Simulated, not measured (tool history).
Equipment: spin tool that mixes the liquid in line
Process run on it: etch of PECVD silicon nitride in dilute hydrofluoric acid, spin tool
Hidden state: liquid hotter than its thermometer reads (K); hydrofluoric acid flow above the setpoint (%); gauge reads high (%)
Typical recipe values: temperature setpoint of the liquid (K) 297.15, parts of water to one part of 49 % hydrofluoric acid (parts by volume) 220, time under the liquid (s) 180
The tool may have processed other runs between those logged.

run	day	temperature setpoint of the liquid (K)	parts of water to one part of 49 % hydrofluoric acid (parts by volume)	time under the liquid (s)	wafers since the last listed run	hours since the thermometer was replaced	hours since the hydrofluoric acid flow meter was replaced	hours since the gauge calibration	read-back film thickness of the PECVD silicon nitride reference wafer, read on the same gauge (nm)	thickness taken off the PECVD silicon nitride on a monitor wafer (Å)
1	0.000	297.15	255	180	0	2257.8	673.5	529.8	80.012	15.70
# day 0.075: thermometer replaced
2	0.642	297.15	255	180	128	13.6	688.9	545.2	79.995	16.29
# day 0.717: gauge calibrated
3	0.971	300.15	220	180	70	21.5	696.8	6.1	80.014	22.33
4	2.121	297.15	220	180	245	49.1	724.4	33.7	79.979	18.45
5	2.633	297.15	220	180	109	61.4	736.7	46.0	79.983	18.65
6	3.379	297.15	275	180	159	79.3	754.6	63.9	79.997	14.82
7	3.796	297.15	220	180	88	89.3	764.6	73.9	80.014	18.55
8	4.471	297.15	150	265	144	105.5	780.8	90.1	80.022	40.87
9	4.979	297.15	220	180	108	117.7	793.0	102.3	80.018	18.78
10	5.404	298.65	270	265	90	127.9	803.2	112.5	80.028	24.36
11	5.850	301.15	130	135	95	138.6	813.9	123.2	80.018	30.23
12	6.246	297.15	145	180	84	148.1	823.4	132.7	79.986	28.09
13	6.621	301.15	150	80	80	157.1	832.4	141.7	80.017	15.77
14	7.079	297.15	220	180	97	168.1	843.4	152.7	80.015	18.81
# day 7.525: hydrofluoric acid flow meter replaced
15	7.808	293.65	220	135	146	185.6	6.8	170.2	80.024	10.08
16	8.512	297.15	220	180	150	202.5	23.7	187.1	80.035	17.01
17	9.188	297.15	220	180	144	218.7	39.9	203.3	80.001	17.16
18	9.471	295.15	265	180	60	225.5	46.7	210.1	80.000	12.54
19	10.171	299.65	180	250	149	242.3	63.5	226.9	79.984	33.66
20	10.462	299.65	220	180	62	249.3	70.5	233.9	80.004	19.80
21	11.071	297.15	220	180	129	263.9	85.1	248.5	79.987	16.31
22	11.325	301.15	220	100	54	270.0	91.2	254.6	79.989	12.12
23	11.738	297.15	220	180	88	279.9	101.1	264.5	80.021	17.12
24	12.458	297.15	275	180	153	297.2	118.4	281.8	79.976	13.50
25	13.038	299.15	185	290	123	311.1	132.3	295.7	80.010	36.59
26	13.304	292.15	255	265	56	317.5	138.7	302.1	79.980	15.93
27	13.725	300.15	280	135	89	327.6	148.8	312.2	79.994	12.12
28	14.442	295.15	220	240	153	344.8	166.0	329.4	79.993	19.60
29	14.767	297.15	175	240	69	352.6	173.8	337.2	79.999	28.40
30	15.058	298.65	115	120	62	359.6	180.8	344.2	80.011	23.63
31	15.692	300.65	315	150	135	374.8	196.0	359.4	79.971	12.22
32	16.279	293.65	305	230	125	388.9	210.1	373.5	80.028	12.35

Some steps in thickness taken off the PECVD silicon nitride on a monitor wafer (Å), run to run, broken into two amounts with sign: the step expected even without the hidden condition (settings, incoming material, random variation), and the rest, left for the hidden condition together with whatever gauge scatter is not in both the measured and the hidden-condition-free result:
Run 7 -> 8: parts of water to one part of 49 % hydrofluoric acid (parts by volume) 220 -> 150, time under the liquid (s) 180 -> 265. thickness taken off the PECVD silicon nitride on a monitor wafer (Å) +22.32: hidden state +2.47, all else +19.85.
Run 8 -> 9: parts of water to one part of 49 % hydrofluoric acid (parts by volume) 150 -> 220, time under the liquid (s) 265 -> 180. thickness taken off the PECVD silicon nitride on a monitor wafer (Å) -22.09: hidden state -2.39, all else -19.70.
Run 14 -> 15: temperature setpoint of the liquid (K) 297.15 -> 293.65, time under the liquid (s) 180 -> 135, hydrofluoric acid flow meter replaced. thickness taken off the PECVD silicon nitride on a monitor wafer (Å) -8.73: hidden state -2.13, all else -6.60.
Run 24 -> 25: temperature setpoint of the liquid (K) 297.15 -> 299.15, parts of water to one part of 49 % hydrofluoric acid (parts by volume) 275 -> 185, time under the liquid (s) 180 -> 290. thickness taken off the PECVD silicon nitride on a monitor wafer (Å) +23.09: hidden state +0.54, all else +22.55.
